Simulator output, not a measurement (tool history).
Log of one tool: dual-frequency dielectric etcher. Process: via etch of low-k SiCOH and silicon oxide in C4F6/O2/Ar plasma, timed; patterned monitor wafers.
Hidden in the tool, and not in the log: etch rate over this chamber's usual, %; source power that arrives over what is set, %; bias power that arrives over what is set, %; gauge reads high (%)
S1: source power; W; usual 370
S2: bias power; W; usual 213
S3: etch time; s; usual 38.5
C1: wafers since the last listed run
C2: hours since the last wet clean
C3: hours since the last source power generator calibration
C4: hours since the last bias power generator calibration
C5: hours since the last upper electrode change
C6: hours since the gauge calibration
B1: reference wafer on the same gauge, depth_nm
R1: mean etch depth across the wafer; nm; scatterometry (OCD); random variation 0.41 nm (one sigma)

Run 1, hour 0.0: usual settings; C1 0; C2 548.3; C3 588.3; C4 1679.9; C5 2814.9; C6 775.8; B1 98.7. Result: R1 87.8 nm.
At hour 50.5: wet clean of the chamber.
Run 2, hour 99.4: usual settings; C1 785; C2 48.9; C3 687.7; C4 1779.3; C5 2914.3; C6 875.2; B1 98.7. Result: R1 88.4 nm.
Run 3, hour 200.1: usual settings but S1 330 W, S2 175 W; C1 1049; C2 149.6; C3 788.4; C4 1880.0; C5 3015.0; C6 975.9; B1 98.9. Result: R1 77.2 nm.
Run 4, hour 270.8: usual settings; C1 736; C2 220.3; C3 859.1; C4 1950.7; C5 3085.7; C6 1046.6; B1 98.8. Result: R1 87.8 nm.
Run 5, hour 340.1: usual settings; C1 722; C2 289.6; C3 928.4; C4 2020.0; C5 3155.0; C6 1115.9; B1 98.6. Result: R1 87.7 nm.
Run 6, hour 419.4: usual settings; C1 826; C2 368.9; C3 1007.7; C4 2099.3; C5 3234.3; C6 1195.2; B1 98.7. Result: R1 87.7 nm.
Run 7, hour 499.2: usual settings; C1 831; C2 448.7; C3 1087.5; C4 2179.1; C5 3314.1; C6 1275.0; B1 98.8. Result: R1 86.9 nm.
Run 8, hour 575.4: usual settings; C1 794; C2 524.9; C3 1163.7; C4 2255.3; C5 3390.3; C6 1351.2; B1 98.7. Result: R1 87.7 nm.
At hour 638.4: wet clean of the chamber.
Run 9, hour 651.8: usual settings; C1 546; C2 13.4; C3 1240.1; C4 2331.7; C5 3466.7; C6 1427.6; B1 98.8. Result: R1 87.4 nm.
Run 10, hour 738.1: usual settings; C1 899; C2 99.7; C3 1326.4; C4 2418.0; C5 3553.0; C6 1513.9; B1 98.7. Result: R1 87.7 nm.
Run 11, hour 790.1: usual settings; C1 542; C2 151.7; C3 1378.4; C4 2470.0; C5 3605.0; C6 1565.9; B1 98.6. Result: R1 87.6 nm.
Run 12, hour 866.9: usual settings; C1 800; C2 228.5; C3 1455.2; C4 2546.8; C5 3681.8; C6 1642.7; B1 98.7. Result: R1 87.3 nm.
At hour 920.7: gauge calibrated.
Run 13, hour 956.4: usual settings but S2 263 W; C1 932; C2 318.0; C3 1544.7; C4 2636.3; C5 3771.3; C6 35.7; B1 98.7. Result: R1 93.7 nm.
Run 14, hour 1020.1: usual settings but S1 410 W, S3 45.0 s; C1 663; C2 381.7; C3 1608.4; C4 2700.0; C5 3835.0; C6 99.4; B1 98.6. Result: R1 105.6 nm.
At hour 1100.2: upper electrode replaced.
Run 15, hour 1100.7: usual settings; C1 589; C2 462.3; C3 1689.0; C4 2780.6; C5 0.5; C6 180.0; B1 98.6. Result: R1 87.6 nm.
Run 16, hour 1178.6: usual settings; C1 811; C2 540.2; C3 1766.9; C4 2858.5; C5 78.4; C6 257.9; B1 98.8. Result: R1 87.1 nm.
At hour 1279.6: wet clean of the chamber.
At hour 1281.6: bias power generator calibrated.
Run 17, hour 1282.1: usual settings but S1 290 W, S2 248 W; C1 807; C2 2.5; C3 1870.4; C4 0.5; C5 181.9; C6 361.4; B1 98.6. Result: R1 83.3 nm.
Run 18, hour 1384.4: usual settings but S1 340 W, S2 181 W, S3 48.0 s; C1 1066; C2 104.8; C3 1972.7; C4 102.8; C5 284.2; C6 463.7; B1 98.7. Result: R1 98.8 nm.
At hour 1417.6: source power generator calibrated.
Run 19, hour 1473.4: usual settings but S1 440 W, S3 35.0 s; C1 885; C2 193.8; C3 55.8; C4 191.8; C5 373.2; C6 552.7; B1 98.7. Result: R1 87.6 nm.
Run 20, hour 1567.7: usual settings but S2 168 W; C1 982; C2 288.1; C3 150.1; C4 286.1; C5 467.5; C6 647.0; B1 98.7. Result: R1 82.4 nm.
At hour 1780.2: wet clean of the chamber.
Run 21, hour 1787.9: usual settings but S1 290 W, S2 266 W, S3 33.0 s; C1 2045; C2 7.7; C3 370.3; C4 506.3; C5 687.7; C6 867.2; B1 98.7. Result: R1 73.7 nm.
Run 22, hour 1839.1: usual settings; C1 533; C2 58.9; C3 421.5; C4 557.5; C5 738.9; C6 918.4; B1 98.7. Result: R1 88.6 nm.
Run 23, hour 1879.0: usual settings but S3 46.0 s; C1 415; C2 98.8; C3 461.4; C4 597.4; C5 778.8; C6 958.3; B1 98.6. Result: R1 106.3 nm.
Run 24, hour 2029.2: usual settings; C1 1565; C2 249.0; C3 611.6; C4 747.6; C5 929.0; C6 1108.5; B1 98.6. Result: R1 88.8 nm.

5 ways to go on from here, each from the tool as it stands after run 24. What would each give?
Run A, hour 2029.6: usual settings; C1 4; C2 249.4; C3 612.0; C4 748.0; C5 929.4; C6 1108.9; B1 ?. Result: R1 ?.
Run B, hour 2029.6: usual settings but S1 340 W, S2 179 W, S3 42.5 s; C1 4; C2 249.4; C3 612.0; C4 748.0; C5 929.4; C6 1108.9; B1 ?. Result: R1 ?.
Run C, hour 2029.6: usual settings but S2 236 W, S3 33.5 s; C1 4; C2 249.4; C3 612.0; C4 748.0; C5 929.4; C6 1108.9; B1 ?. Result: R1 ?.
Run D, hour 2029.6: usual settings but S1 400 W, S3 49.5 s; C1 4; C2 249.4; C3 612.0; C4 748.0; C5 929.4; C6 1108.9; B1 ?. Result: R1 ?.
Run E, hour 2029.6: usual settings but S1 390 W, S2 191 W; C1 4; C2 249.4; C3 612.0; C4 748.0; C5 929.4; C6 1108.9; B1 ?. Result: R1 ?.

run    B1     R1
  A  98.7   87.9
  B  98.7   88.0
  C  98.7   79.4
  D  98.7  116.9
  E  98.7   86.6
Without the tool's hidden state the same runs would have given:
run     R1
  A   89.0
  B   89.1
  C   80.4
  D  118.4
  E   87.6
